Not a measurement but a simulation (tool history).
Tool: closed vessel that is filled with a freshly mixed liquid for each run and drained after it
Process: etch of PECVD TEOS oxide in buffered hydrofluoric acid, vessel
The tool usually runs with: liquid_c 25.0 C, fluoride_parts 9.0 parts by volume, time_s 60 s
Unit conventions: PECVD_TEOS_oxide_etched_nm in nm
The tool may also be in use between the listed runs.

run    hour  liquid_c  fluoride_parts  time_s  read-back film thickness of the PECVD TEOS oxide reference wafer, read on the same gauge (nm)  PECVD_TEOS_oxide_etched_nm
  1     0.0      25.0             9.0      35                                                                                         119.65                       61.05
  2    43.2      25.0            10.0      60                                                                                         119.59                       97.71
  3    98.2      25.0             9.0      60                                                                                         119.50                      103.51
  4   158.2      25.0             9.0      45                                                                                         119.36                       78.38
  5   215.8      25.0             9.0      45                                                                                         119.22                       78.78
  6   249.6      25.0             9.0      45                                                                                         119.12                       78.74
  7   282.3      23.0             9.0      85                                                                                         119.04                      133.16
  8   333.7      25.0             7.5      60                                                                                         118.86                      126.81
  9   371.0      25.0             7.5      60                                                                                         118.75                      127.34
 10   439.0      25.0             7.5      60                                                                                         118.52                      127.45
 11   510.8      25.0             9.0      60                                                                                         118.24                      104.41
 12   600.0      25.0             9.0      60                                                                                         117.88                      103.64
 13   629.6      27.0             9.0      45                                                                                         117.72                       85.83
 14   685.0      25.0             9.0      60                                                                                         117.44                      103.54
 15   721.6      20.0             9.0      70                                                                                         117.28                       91.66
 16   763.0      25.0            12.5      50                                                                                         117.08                       65.65
 17   792.1      26.5            11.0      85                                                                                         116.89                      135.76
 18   824.3      20.5             9.0      60                                                                                         116.75                       80.22
 19   879.6      28.0             7.0      75                                                                                         116.44                      195.05
      925.1  -- thermometer replaced
      952.6  -- gauge calibrated
 20  1028.0      25.0             9.0      45                                                                                         120.43                       79.53
 21  1094.7      25.0             9.0      60                                                                                         120.40                      106.19
 22  1163.5      25.0             9.0      30                                                                                         120.34                       53.15
     1185.8  -- hydrofluoric acid flow meter replaced
 23  1221.8      25.0            11.5      35                                                                                         120.30                       50.26
 24  1246.7      27.0             7.0      80                                                                                         120.25                      207.18
 25  1281.3      21.0            12.5      85                                                                                         120.18                       90.00
 26  1340.6      25.0            12.0      60                                                                                         120.10                       82.62
 27  1457.1      25.0            12.5      60                                                                                         119.90                       78.75
 28  1494.3      25.0             9.0      60                                                                                         119.78                      105.86
 29  1533.4      23.5             9.0      60                                                                                         119.69                       96.92
 30  1571.5      29.0             6.0      45                                                                                         119.56                      147.18
 31  1633.6      23.0            12.0      85                                                                                         119.36                      104.62
 32  1673.1      25.0             6.5      35                                                                                         119.25                       85.05

5 ways to go on from here, each from the tool as it stands after run 32. What would each give?
  A  1673.8      25.0             6.0      60                                                                                              ?                           ?
  B  1673.8      27.5             9.0      70                                                                                              ?                           ?
  C  1673.8      25.0            11.5      60                                                                                              ?                           ?
  D  1673.8      27.5             9.0      75                                                                                              ?                           ?
  E  1673.8      29.0            11.0      75                                                                                              ?                           ?

run  read-back film thickness of the PECVD TEOS oxide reference wafer, read on the same gauge (nm)  PECVD_TEOS_oxide_etched_nm
  A                                                                                         119.24                      156.22
  B                                                                                         119.24                      138.96
  C                                                                                         119.24                       85.07
  D                                                                                         119.24                      148.89
  E                                                                                         119.24                      137.54
With the hidden condition removed and each run's random variation left untouched, the same runs would have given:
run  PECVD_TEOS_oxide_etched_nm
  A                      157.20
  B                      139.83
  C                       85.60
  D                      149.82
  E                      138.40

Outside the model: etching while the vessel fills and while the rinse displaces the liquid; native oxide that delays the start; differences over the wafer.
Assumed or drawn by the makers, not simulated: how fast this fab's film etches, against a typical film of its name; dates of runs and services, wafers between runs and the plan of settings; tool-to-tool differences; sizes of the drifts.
